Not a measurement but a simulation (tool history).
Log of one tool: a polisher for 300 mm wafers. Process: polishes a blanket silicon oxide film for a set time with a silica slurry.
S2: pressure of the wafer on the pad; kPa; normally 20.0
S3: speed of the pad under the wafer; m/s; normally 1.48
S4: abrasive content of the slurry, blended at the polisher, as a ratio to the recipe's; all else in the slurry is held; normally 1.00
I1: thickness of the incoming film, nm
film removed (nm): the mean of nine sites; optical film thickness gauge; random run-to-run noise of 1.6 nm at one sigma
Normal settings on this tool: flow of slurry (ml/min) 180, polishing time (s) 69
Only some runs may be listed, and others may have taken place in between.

{"run": 1, "hour": 0.0, "flow of slurry (ml/min)": 180, "S2": 20.0, "S3": 1.48, "S4": 1.0, "polishing time (s)": 69, "I1": 1099.9, "film removed (nm)": 202.0}
{"hour": 14.9, "done": "conditioning disc replaced and pad reconditioned"}
{"run": 2, "hour": 15.4, "flow of slurry (ml/min)": 180, "S2": 20.0, "S3": 1.48, "S4": 1.0, "polishing time (s)": 69, "I1": 1105.0, "film removed (nm)": 204.8}
{"run": 3, "hour": 25.4, "flow of slurry (ml/min)": 180, "S2": 20.0, "S3": 1.48, "S4": 1.0, "polishing time (s)": 69, "I1": 1098.5, "film removed (nm)": 204.4}
{"hour": 31.6, "done": "worn pad replaced by a new one"}
{"run": 4, "hour": 42.0, "flow of slurry (ml/min)": 180, "S2": 20.0, "S3": 1.48, "S4": 1.15, "polishing time (s)": 69, "I1": 1108.3, "film removed (nm)": 209.6}
{"run": 5, "hour": 48.2, "flow of slurry (ml/min)": 180, "S2": 20.0, "S3": 1.48, "S4": 1.15, "polishing time (s)": 69, "I1": 1091.9, "film removed (nm)": 209.1}
{"run": 6, "hour": 64.2, "flow of slurry (ml/min)": 180, "S2": 20.0, "S3": 1.48, "S4": 1.0, "polishing time (s)": 78, "I1": 1100.2, "film removed (nm)": 231.1}
{"run": 7, "hour": 78.2, "flow of slurry (ml/min)": 180, "S2": 20.0, "S3": 1.48, "S4": 1.0, "polishing time (s)": 69, "I1": 1108.8, "film removed (nm)": 201.6}
{"run": 8, "hour": 94.8, "flow of slurry (ml/min)": 235, "S2": 25.5, "S3": 1.48, "S4": 1.0, "polishing time (s)": 69, "I1": 1100.1, "film removed (nm)": 256.0}
{"hour": 108.7, "done": "head pressure recalibrated"}
{"run": 9, "hour": 112.1, "flow of slurry (ml/min)": 180, "S2": 20.0, "S3": 1.22, "S4": 1.0, "polishing time (s)": 69, "I1": 1108.2, "film removed (nm)": 184.5}
{"run": 10, "hour": 121.4, "flow of slurry (ml/min)": 235, "S2": 20.0, "S3": 1.48, "S4": 1.1, "polishing time (s)": 69, "I1": 1110.8, "film removed (nm)": 233.1}
{"run": 11, "hour": 138.1, "flow of slurry (ml/min)": 180, "S2": 20.0, "S3": 1.48, "S4": 1.0, "polishing time (s)": 69, "I1": 1103.2, "film removed (nm)": 219.9}
{"run": 12, "hour": 155.7, "flow of slurry (ml/min)": 180, "S2": 17.2, "S3": 0.98, "S4": 1.0, "polishing time (s)": 55, "I1": 1113.2, "film removed (nm)": 111.4}
{"hour": 167.3, "done": "slurry blender recalibrated"}
{"run": 13, "hour": 167.8, "flow of slurry (ml/min)": 180, "S2": 20.0, "S3": 1.48, "S4": 1.0, "polishing time (s)": 69, "I1": 1086.9, "film removed (nm)": 220.5}
{"run": 14, "hour": 179.5, "flow of slurry (ml/min)": 240, "S2": 24.8, "S3": 1.48, "S4": 1.0, "polishing time (s)": 69, "I1": 1098.9, "film removed (nm)": 269.6}
{"run": 15, "hour": 195.7, "flow of slurry (ml/min)": 180, "S2": 20.0, "S3": 1.48, "S4": 1.0, "polishing time (s)": 69, "I1": 1076.0, "film removed (nm)": 216.3}
{"run": 16, "hour": 211.5, "flow of slurry (ml/min)": 180, "S2": 20.0, "S3": 1.62, "S4": 1.1, "polishing time (s)": 69, "I1": 1105.2, "film removed (nm)": 236.8}
{"hour": 219.9, "done": "worn pad replaced by a new one"}
{"run": 17, "hour": 226.1, "flow of slurry (ml/min)": 160, "S2": 20.0, "S3": 1.96, "S4": 1.1, "polishing time (s)": 69, "I1": 1077.9, "film removed (nm)": 274.0}
{"run": 18, "hour": 232.2, "flow of slurry (ml/min)": 180, "S2": 20.0, "S3": 1.48, "S4": 1.0, "polishing time (s)": 69, "I1": 1097.5, "film removed (nm)": 215.9}
{"run": 19, "hour": 248.0, "flow of slurry (ml/min)": 145, "S2": 20.0, "S3": 1.48, "S4": 1.3, "polishing time (s)": 92, "I1": 1106.8, "film removed (nm)": 299.0}
{"hour": 251.1, "done": "slurry nozzle cleaned"}
{"run": 20, "hour": 260.4, "flow of slurry (ml/min)": 180, "S2": 20.0, "S3": 1.64, "S4": 1.0, "polishing time (s)": 69, "I1": 1095.2, "film removed (nm)": 235.1}
{"run": 21, "hour": 276.5, "flow of slurry (ml/min)": 180, "S2": 20.0, "S3": 1.48, "S4": 1.0, "polishing time (s)": 69, "I1": 1099.2, "film removed (nm)": 218.8}
{"run": 22, "hour": 285.3, "flow of slurry (ml/min)": 180, "S2": 20.0, "S3": 1.48, "S4": 1.0, "polishing time (s)": 69, "I1": 1092.1, "film removed (nm)": 213.2}
{"run": 23, "hour": 298.5, "flow of slurry (ml/min)": 200, "S2": 20.0, "S3": 1.48, "S4": 1.0, "polishing time (s)": 69, "I1": 1092.9, "film removed (nm)": 216.1}
{"run": 24, "hour": 309.1, "flow of slurry (ml/min)": 145, "S2": 14.5, "S3": 1.48, "S4": 0.85, "polishing time (s)": 76, "I1": 1098.6, "film removed (nm)": 168.8}
{"run": 25, "hour": 322.2, "flow of slurry (ml/min)": 180, "S2": 20.0, "S3": 1.48, "S4": 1.0, "polishing time (s)": 69, "I1": 1106.7, "film removed (nm)": 214.6}
{"hour": 326.9, "done": "conditioning disc replaced and pad reconditioned"}
{"run": 26, "hour": 337.9, "flow of slurry (ml/min)": 180, "S2": 20.0, "S3": 1.02, "S4": 0.85, "polishing time (s)": 69, "I1": 1091.6, "film removed (nm)": 154.5}
{"run": 27, "hour": 353.8, "flow of slurry (ml/min)": 180, "S2": 20.0, "S3": 1.48, "S4": 1.0, "polishing time (s)": 69, "I1": 1108.4, "film removed (nm)": 215.1}

Predict each of these 3 candidate next runs independently; none follows another, all start after run 27:
{"run": "A", "hour": 354.2, "flow of slurry (ml/min)": 180, "S2": 20.0, "S3": 1.48, "S4": 1.0, "polishing time (s)": 69, "I1": 1111.4, "film removed (nm)": "?"}
{"run": "B", "hour": 354.2, "flow of slurry (ml/min)": 180, "S2": 24.8, "S3": 1.48, "S4": 1.0, "polishing time (s)": 51, "I1": 1111.4, "film removed (nm)": "?"}
{"run": "C", "hour": 354.2, "flow of slurry (ml/min)": 180, "S2": 20.0, "S3": 1.66, "S4": 1.0, "polishing time (s)": 69, "I1": 1111.4, "film removed (nm)": "?"}

run=A film_removed_(nm)=214.2
run=B film_removed_(nm)=191.2
run=C film_removed_(nm)=234.8
With no hidden state in the tool, these same runs would have given:
run=A film_removed_(nm)=220.7
run=B film_removed_(nm)=197.0
run=C film_removed_(nm)=241.9
